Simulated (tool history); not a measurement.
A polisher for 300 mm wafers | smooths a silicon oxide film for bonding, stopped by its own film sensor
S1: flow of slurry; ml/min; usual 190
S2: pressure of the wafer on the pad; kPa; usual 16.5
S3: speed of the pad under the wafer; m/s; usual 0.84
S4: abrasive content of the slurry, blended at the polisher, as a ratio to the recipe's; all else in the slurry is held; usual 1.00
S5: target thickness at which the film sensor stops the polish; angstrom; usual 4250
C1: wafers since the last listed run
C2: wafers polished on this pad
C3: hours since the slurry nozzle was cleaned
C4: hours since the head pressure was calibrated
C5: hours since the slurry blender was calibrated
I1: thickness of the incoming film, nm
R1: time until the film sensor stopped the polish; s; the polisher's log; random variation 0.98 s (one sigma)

Run 1, hour 0.0: usual settings; C1 0; C2 532; C3 395.6; C4 1132.3; C5 245.6; I1 473.5. Result: R1 63.7 s.
Run 2, hour 6.1: usual settings but S3 1.08 m/s; C1 63; C2 595; C3 401.7; C4 1138.4; C5 251.7; I1 463.6. Result: R1 44.4 s.
At hour 20.7: worn pad replaced by a new one.
Run 3, hour 21.2: usual settings but S3 1.08 m/s; C1 115; C2 5; C3 416.8; C4 1153.5; C5 266.8; I1 470.6. Result: R1 46.1 s.
Run 4, hour 34.0: usual settings but S3 1.08 m/s; C1 133; C2 139; C3 429.6; C4 1166.3; C5 279.6; I1 470.6. Result: R1 46.9 s.
Run 5, hour 44.4: usual settings but S4 0.80; C1 108; C2 247; C3 440.0; C4 1176.7; C5 290.0; I1 470.1. Result: R1 62.2 s.
Run 6, hour 54.1: usual settings but S4 0.80; C1 101; C2 348; C3 449.7; C4 1186.4; C5 299.7; I1 469.1. Result: R1 62.2 s.
Run 7, hour 63.9: usual settings but S4 0.80; C1 102; C2 451; C3 459.5; C4 1196.2; C5 309.5; I1 469.6. Result: R1 64.2 s.
Run 8, hour 73.9: usual settings but S5 4360 angstrom; C1 104; C2 555; C3 469.5; C4 1206.2; C5 319.5; I1 466.7. Result: R1 40.5 s.
Run 9, hour 81.3: usual settings but S5 4360 angstrom; C1 77; C2 632; C3 476.9; C4 1213.6; C5 326.9; I1 469.2. Result: R1 44.5 s.
At hour 97.6: worn pad replaced by a new one.
Run 10, hour 98.1: usual settings but S5 4360 angstrom; C1 133; C2 4; C3 493.7; C4 1230.4; C5 343.7; I1 478.9. Result: R1 52.6 s.
Run 11, hour 104.7: usual settings; C1 68; C2 73; C3 500.3; C4 1237.0; C5 350.3; I1 464.6. Result: R1 48.6 s.
At hour 109.4: head pressure recalibrated.
Run 12, hour 111.2: usual settings; C1 46; C2 120; C3 506.8; C4 1.8; C5 356.8; I1 469.5. Result: R1 55.5 s.
At hour 117.2: slurry blender recalibrated.
Run 13, hour 122.0: usual settings; C1 91; C2 212; C3 517.6; C4 12.6; C5 4.8; I1 467.0. Result: R1 54.0 s.
Run 14, hour 135.9: usual settings but S5 4290 angstrom; C1 145; C2 357; C3 531.5; C4 26.5; C5 18.7; I1 473.9. Result: R1 59.1 s.
Run 15, hour 147.6: usual settings; C1 122; C2 479; C3 543.2; C4 38.2; C5 30.4; I1 469.4. Result: R1 59.0 s.
At hour 190.7: worn pad replaced by a new one.
Run 16, hour 191.2: usual settings; C1 413; C2 5; C3 586.8; C4 81.8; C5 74.0; I1 469.5. Result: R1 55.2 s.
Run 17, hour 198.4: usual settings but S1 245 ml/min, S4 0.75; C1 75; C2 80; C3 594.0; C4 89.0; C5 81.2; I1 472.6. Result: R1 62.5 s.
Run 18, hour 205.3: usual settings; C1 72; C2 152; C3 600.9; C4 95.9; C5 88.1; I1 466.1. Result: R1 51.1 s.
Run 19, hour 220.7: usual settings but S2 13.8 kPa, S3 0.62 m/s; C1 160; C2 313; C3 616.3; C4 111.3; C5 103.5; I1 473.8. Result: R1 88.0 s.
At hour 222.0: slurry nozzle cleaned.
Run 20, hour 232.1: usual settings but S1 235 ml/min, S2 13.8 kPa, S4 0.75, S5 4190 angstrom; C1 108; C2 421; C3 10.1; C4 122.7; C5 114.9; I1 471.3. Result: R1 86.6 s.
Run 21, hour 246.9: usual settings but S1 155 ml/min, S4 0.70; C1 154; C2 576; C3 24.9; C4 137.5; C5 129.7; I1 474.6. Result: R1 76.5 s.
Run 22, hour 258.2: usual settings but S1 135 ml/min, S2 21.4 kPa; C1 117; C2 694; C3 36.2; C4 148.8; C5 141.0; I1 473.6. Result: R1 56.7 s.
At hour 266.5: worn pad replaced by a new one.
Run 23, hour 267.0: usual settings but S1 235 ml/min, S3 0.58 m/s, S5 4310 angstrom; C1 50; C2 5; C3 45.0; C4 157.6; C5 149.8; I1 475.6. Result: R1 71.5 s.
Run 24, hour 273.8: usual settings but S1 175 ml/min, S3 1.08 m/s, S4 1.10; C1 70; C2 76; C3 51.8; C4 164.4; C5 156.6; I1 480.3. Result: R1 56.1 s.
Run 25, hour 288.1: usual settings but S4 1.20; C1 149; C2 225; C3 66.1; C4 178.7; C5 170.9; I1 468.1. Result: R1 53.2 s.
Run 26, hour 295.2: usual settings but S1 225 ml/min, S2 20.7 kPa, S5 4110 angstrom; C1 74; C2 299; C3 73.2; C4 185.8; C5 178.0; I1 467.4. Result: R1 60.4 s.
Run 27, hour 306.6: usual settings but S4 1.25, S5 4330 angstrom; C1 118; C2 418; C3 84.6; C4 197.2; C5 189.4; I1 471.8. Result: R1 47.0 s.
Run 28, hour 334.0: usual settings but S1 140 ml/min, S4 1.30; C1 285; C2 704; C3 112.0; C4 224.6; C5 216.8; I1 465.6. Result: R1 53.8 s.
Run 29, hour 349.0: usual settings but S1 125 ml/min, S2 19.3 kPa, S4 1.15, S5 4330 angstrom; C1 156; C2 861; C3 127.0; C4 239.6; C5 231.8; I1 464.5. Result: R1 41.7 s.
At hour 353.3: worn pad replaced by a new one.
Run 30, hour 359.9: usual settings but S2 19.3 kPa; C1 72; C2 68; C3 137.9; C4 250.5; C5 242.7; I1 461.4. Result: R1 41.0 s.
Run 31, hour 369.2: usual settings but S3 0.58 m/s; C1 97; C2 165; C3 147.2; C4 259.8; C5 252.0; I1 463.5. Result: R1 65.7 s.

Forecast each of these 3 alternatives for the next run:
Run A, hour 369.6: usual settings; C1 4; C2 170; C3 147.6; C4 260.2; C5 252.4; I1 465.1. Result: R1 ?.
Run B, hour 369.6: usual settings but S3 1.04 m/s; C1 4; C2 170; C3 147.6; C4 260.2; C5 252.4; I1 465.1. Result: R1 ?.
Run C, hour 369.6: usual settings but S1 250 ml/min, S2 12.4 kPa, S3 0.70 m/s, S4 0.80; C1 4; C2 170; C3 147.6; C4 260.2; C5 252.4; I1 465.1. Result: R1 ?.

run    R1
  A  50.7
  B  42.7
  C  74.8
Without the tool's hidden state the same runs would have given:
run    R1
  A  48.7
  B  41.0
  C  71.8
